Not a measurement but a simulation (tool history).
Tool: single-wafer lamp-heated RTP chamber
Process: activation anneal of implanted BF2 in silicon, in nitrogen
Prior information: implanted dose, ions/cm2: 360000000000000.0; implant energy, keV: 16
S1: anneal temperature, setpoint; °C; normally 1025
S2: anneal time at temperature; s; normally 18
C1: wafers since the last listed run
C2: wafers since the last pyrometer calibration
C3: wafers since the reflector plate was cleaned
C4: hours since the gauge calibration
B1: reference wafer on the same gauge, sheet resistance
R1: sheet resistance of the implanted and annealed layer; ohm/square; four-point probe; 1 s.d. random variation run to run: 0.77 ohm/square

run	day	S1	S2	C1	C2	C3	C4	B1	R1
1	0.000	1025	18	0	1767	12707	596.6	321.01	356.86
2	0.704	1025	18	146	1913	12853	613.5	320.92	354.97
3	1.171	1025	18	96	2010	12950	624.7	321.00	356.49
4	2.429	1025	18	261	2271	13211	654.9	321.01	356.82
5	2.683	1025	18	52	2324	13264	661.0	321.10	355.39
6	3.254	1025	18	118	2442	13382	674.7	320.92	355.90
# day 3.625: gauge calibrated
7	3.733	1025	18	99	2542	13482	2.6	321.04	355.13
8	4.221	1025	18	101	2643	13583	14.3	321.03	356.03
9	4.825	1025	18	125	2768	13708	28.8	320.98	356.56
10	5.121	1034	18	61	2830	13770	35.9	321.01	352.91
11	5.621	1025	18	103	2934	13874	47.9	321.08	355.05
12	6.062	1025	18	91	3025	13965	58.5	321.06	354.16
13	6.525	1004	26	95	3121	14061	69.6	320.94	355.74
# day 7.067: reflector plate cleaned
14	7.212	1007	18	73	3195	30	86.1	320.97	359.75
15	7.496	1025	18	58	3253	89	92.9	321.03	355.44
16	8.067	1013	28	118	3372	207	106.6	321.02	353.06
17	8.346	1040	18	57	3430	265	113.3	320.99	349.78
18	8.933	996	26	121	3552	387	127.4	320.99	359.29
19	9.567	1025	18	131	3683	519	142.6	320.95	356.02
20	10.133	1025	18	117	3801	636	156.2	321.00	354.46
21	11.371	1025	18	256	4058	893	185.9	321.06	353.48
22	11.862	1025	18	102	4160	995	197.7	321.01	353.53
23	12.488	1010	18	129	4289	1125	212.7	321.05	359.39
24	13.079	1007	25	122	4412	1248	226.9	321.11	356.08
25	13.338	1050	10	53	4466	1301	233.1	320.87	354.40
26	13.983	1025	18	134	4600	1435	248.6	321.00	354.58
27	14.692	1042	26	147	4747	1582	265.6	320.92	345.08
# day 15.083: pyrometer window cleaned and pyrometer calibrated
28	15.254	1008	10	47	35	1630	279.1	320.89	368.42
29	15.942	1014	9	142	177	1773	295.6	320.97	366.63
30	16.412	1050	15	97	275	1870	306.9	321.07	351.42
31	16.817	1045	23	83	359	1954	316.6	321.01	348.77
32	18.896	1025	18	431	790	2386	366.5	321.03	357.95
33	19.346	1025	18	93	884	2479	377.3	321.07	357.02
34	19.854	1052	25	105	989	2584	389.5	321.04	343.79
35	20.317	1025	18	95	1085	2680	400.6	320.99	355.50
36	20.617	1034	14	62	1148	2743	407.8	320.86	356.72
37	21.171	1006	7	115	1263	2858	421.1	320.92	368.38
38	21.742	1003	14	118	1381	2976	434.8	320.99	363.35

List, for all runs, the conditions of the tool that the log does not record:
wafer temperature error from the tarnished reflector plate, K: 0 across all the runs
gauge reads high (%): 0 across all the runs
H1: true wafer temperature minus pyrometer reading, K
run	H1
1	9.43
2	9.79
3	10
4	10.6
5	10.7
6	10.9
7	11
8	11.2
9	11.4
10	11.4
11	11.6
12	11.7
13	11.8
14	12
15	12
16	12.1
17	12.2
18	12.3
19	12.4
20	12.5
21	12.6
22	12.7
23	12.8
24	12.8
25	12.8
26	12.9
27	13
28	1.04
29	2.11
30	2.79
31	3.34
32	5.75
33	6.19
34	6.65
35	7.05
36	7.3
37	7.73
38	8.14
